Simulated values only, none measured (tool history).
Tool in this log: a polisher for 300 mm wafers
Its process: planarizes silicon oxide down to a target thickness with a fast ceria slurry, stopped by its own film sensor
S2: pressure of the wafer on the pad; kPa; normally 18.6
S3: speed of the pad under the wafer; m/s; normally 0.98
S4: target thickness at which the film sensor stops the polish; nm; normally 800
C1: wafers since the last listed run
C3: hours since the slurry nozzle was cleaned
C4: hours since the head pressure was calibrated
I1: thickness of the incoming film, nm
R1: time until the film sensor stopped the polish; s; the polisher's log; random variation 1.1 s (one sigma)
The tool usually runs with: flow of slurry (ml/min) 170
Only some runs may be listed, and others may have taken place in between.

Run 1, day 0.000: usual settings; C1 0; wafers polished on this pad 600; C3 562.1; C4 21.0; I1 2138.3. Result: R1 80.4 s.
Run 2, day 0.879: usual settings; C1 110; wafers polished on this pad 711; C3 583.2; C4 42.1; I1 2183.2. Result: R1 82.5 s.
Run 3, day 2.117: usual settings; C1 155; wafers polished on this pad 867; C3 612.9; C4 71.8; I1 2164.6. Result: R1 80.0 s.
At day 2.546: worn pad replaced by a new one.
Run 4, day 4.642: usual settings; C1 297; wafers polished on this pad 264; C3 673.5; C4 132.4; I1 2148.5. Result: R1 78.1 s.
Run 5, day 5.408: usual settings; C1 96; wafers polished on this pad 360; C3 691.9; C4 150.8; I1 2157.8. Result: R1 81.2 s.
Run 6, day 6.658: usual settings; C1 157; wafers polished on this pad 518; C3 721.9; C4 180.8; I1 2126.6. Result: R1 80.1 s.
Run 7, day 7.817: usual settings; C1 145; wafers polished on this pad 664; C3 749.7; C4 208.6; I1 2151.8. Result: R1 79.0 s.
Run 8, day 8.429: usual settings; C1 77; wafers polished on this pad 741; C3 764.4; C4 223.3; I1 2188.9. Result: R1 83.3 s.
Run 9, day 9.167: usual settings; C1 92; wafers polished on this pad 834; C3 782.1; C4 241.0; I1 2164.1. Result: R1 80.0 s.
At day 9.762: worn pad replaced by a new one.
Run 10, day 9.783: usual settings; C1 56; wafers polished on this pad 2; C3 796.9; C4 255.8; I1 2156.9. Result: R1 79.9 s.
Run 11, day 10.333: usual settings; C1 69; wafers polished on this pad 71; C3 810.1; C4 269.0; I1 2120.4. Result: R1 77.6 s.
Run 12, day 11.683: usual settings; C1 170; wafers polished on this pad 241; C3 842.5; C4 301.4; I1 2150.6. Result: R1 79.4 s.
Run 13, day 12.292: usual settings but S2 22.8 kPa, S4 480 nm; C1 76; wafers polished on this pad 318; C3 857.1; C4 316.0; I1 2153.5. Result: R1 80.4 s.
At day 12.933: slurry nozzle cleaned.
Run 14, day 13.000: usual settings but S2 22.8 kPa, S4 480 nm; C1 84; wafers polished on this pad 402; C3 1.6; C4 333.0; I1 2179.1. Result: R1 82.3 s.
Run 15, day 13.971: usual settings but S2 23.4 kPa; C1 122; wafers polished on this pad 525; C3 24.9; C4 356.3; I1 2163.1. Result: R1 63.3 s.
At day 15.254: head pressure recalibrated.
Run 16, day 15.404: usual settings but S2 23.4 kPa; C1 170; wafers polished on this pad 695; C3 59.3; C4 3.6; I1 2129.8. Result: R1 62.7 s.
Run 17, day 15.938: usual settings but S2 23.4 kPa; C1 67; wafers polished on this pad 762; C3 72.1; C4 16.4; I1 2118.1. Result: R1 62.1 s.
Run 18, day 17.200: usual settings; C1 159; wafers polished on this pad 921; C3 102.4; C4 46.7; I1 2154.6. Result: R1 79.6 s.
At day 18.133: worn pad replaced by a new one.
Run 19, day 18.588: usual settings but S3 1.24 m/s; C1 153; wafers polished on this pad 57; C3 135.7; C4 80.0; I1 2114.5. Result: R1 65.0 s.
Run 20, day 19.675: usual settings but S3 0.88 m/s; C1 137; wafers polished on this pad 194; C3 161.8; C4 106.1; I1 2193.4. Result: R1 89.5 s.
Run 21, day 20.546: usual settings but flow of slurry (ml/min) 145; C1 109; wafers polished on this pad 303; C3 182.7; C4 127.0; I1 2143.3. Result: R1 79.2 s.
Run 22, day 23.962: usual settings but flow of slurry (ml/min) 110; C1 430; wafers polished on this pad 734; C3 264.7; C4 209.0; I1 2150.4. Result: R1 83.4 s.
At day 24.542: worn pad replaced by a new one.
Run 23, day 27.650: usual settings; C1 443; wafers polished on this pad 391; C3 353.2; C4 297.5; I1 2179.8. Result: R1 83.3 s.
Run 24, day 28.567: usual settings but S2 23.4 kPa, S3 1.18 m/s, S4 396 nm; C1 115; wafers polished on this pad 507; C3 375.2; C4 319.5; I1 2109.3. Result: R1 69.4 s.
Run 25, day 29.171: usual settings but flow of slurry (ml/min) 200, S2 15.9 kPa; C1 76; wafers polished on this pad 583; C3 389.7; C4 334.0; I1 2149.8. Result: R1 92.4 s.
Run 26, day 29.996: usual settings but flow of slurry (ml/min) 110, S4 432 nm; C1 103; wafers polished on this pad 687; C3 409.5; C4 353.8; I1 2142.2. Result: R1 106.3 s.
Run 27, day 30.558: usual settings; C1 70; wafers polished on this pad 758; C3 423.0; C4 367.3; I1 2104.3. Result: R1 79.2 s.
At day 31.067: worn pad replaced by a new one.
At day 31.596: head pressure recalibrated.
Run 28, day 31.838: usual settings but flow of slurry (ml/min) 200; C1 129; wafers polished on this pad 86; C3 453.7; C4 5.8; I1 2182.1. Result: R1 81.8 s.
Run 29, day 32.654: usual settings but S4 351 nm; C1 102; wafers polished on this pad 189; C3 473.3; C4 25.4; I1 2151.4. Result: R1 107.8 s.
Run 30, day 33.742: usual settings but flow of slurry (ml/min) 220, S2 24.1 kPa, S3 1.18 m/s, S4 387 nm; C1 137; wafers polished on this pad 326; C3 499.4; C4 51.5; I1 2167.3. Result: R1 68.4 s.
Run 31, day 34.483: usual settings but flow of slurry (ml/min) 210, S2 13.1 kPa, S3 1.26 m/s, S4 935 nm; C1 93; wafers polished on this pad 420; C3 517.2; C4 69.3; I1 2143.4. Result: R1 81.5 s.
Run 32, day 35.042: usual settings but flow of slurry (ml/min) 210, S2 22.8 kPa, S3 0.70 m/s; C1 70; wafers polished on this pad 490; C3 530.6; C4 82.7; I1 2143.5. Result: R1 82.3 s.
Run 33, day 35.879: usual settings but S2 20.0 kPa; C1 105; wafers polished on this pad 596; C3 550.7; C4 102.8; I1 2115.3. Result: R1 73.3 s.
Run 34, day 37.204: usual settings but S2 16.5 kPa, S4 1189 nm; C1 167; wafers polished on this pad 763; C3 582.5; C4 134.6; I1 2166.6. Result: R1 66.0 s.

For each entry between runs, how does the tool's hidden state at the last listed run before it compare with that at the first listed run after it?
From run 3 to run 4: worn pad replaced by a new one (day 2.546)
  the hidden state is the same at both runs
From run 9 to run 10: worn pad replaced by a new one (day 9.762)
  the hidden state is the same at both runs
From run 13 to run 14: slurry nozzle cleaned (day 12.933)
  the hidden state is the same at both runs
From run 15 to run 16: head pressure recalibrated (day 15.254)
  the hidden state is the same at both runs
From run 18 to run 19: worn pad replaced by a new one (day 18.133)
  the hidden state is the same at both runs
From run 22 to run 23: worn pad replaced by a new one (day 24.542)
  the hidden state is the same at both runs
From run 27 to run 28: worn pad replaced by a new one (day 31.067); head pressure recalibrated (day 31.596)
  the hidden state is the same at both runs
